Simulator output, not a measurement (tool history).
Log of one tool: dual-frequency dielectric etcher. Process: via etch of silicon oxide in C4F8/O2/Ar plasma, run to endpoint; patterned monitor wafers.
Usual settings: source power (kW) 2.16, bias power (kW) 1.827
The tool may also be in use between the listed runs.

run	hour	source power (kW)	bias power (kW)	incoming incoming film thickness, nm	endpoint time (s)
1	0	1.83	1.827	838.4	175.8
2	30.6	1.83	1.827	841	177.8
3	51.4	1.83	1.827	830.1	174.4
4	69.3	2.16	1.827	834.1	165.5
5	102.7	2.16	1.827	840.1	166.7
6	137.8	2.16	1.827	843.7	168
7	157.7	2.16	1.827	842.2	167.9
8	171	2.16	1.827	840.6	167.1
9	204.2	2.16	1.827	850	168
# hour 210.1: source power generator calibrated
10	234	2.57	1.827	835.2	155.5
11	254	2.57	1.827	838.9	156.7
12	292.5	2.16	1.827	838.8	166.7
13	305.2	2.16	1.827	841.2	166.2
14	322.9	1.66	1.556	839.1	189.8
15	355.6	2.16	1.689	837.1	169.9
16	375.2	2.57	1.827	835.8	155.9
17	404.6	2.16	1.827	842.8	167.6
# hour 430.7: bias power generator calibrated
# hour 440.3: wet clean of the chamber
# hour 447.9: upper electrode replaced
18	448.4	2.63	1.377	842	167.8
19	455	2.16	1.964	836.7	162.9
20	468.5	1.88	1.827	843.7	176
21	498.3	2.16	1.827	835.4	165.6
22	513.5	1.83	1.827	837.5	176.5
23	534	2	1.827	832.6	170.5
24	550.9	1.9	1.695	840.1	178
25	576.5	2.68	2.165	836	147.1
26	606.8	1.91	1.591	846.7	182.2
27	633.9	2.52	1.69	846.1	162.5

What the log doesn't show, run by run:
etch rate over this chamber's usual, %: 0 in every run
source power that arrives over what is set, %: 0 in every run
bias power that arrives over what is set, %: 0 in every run

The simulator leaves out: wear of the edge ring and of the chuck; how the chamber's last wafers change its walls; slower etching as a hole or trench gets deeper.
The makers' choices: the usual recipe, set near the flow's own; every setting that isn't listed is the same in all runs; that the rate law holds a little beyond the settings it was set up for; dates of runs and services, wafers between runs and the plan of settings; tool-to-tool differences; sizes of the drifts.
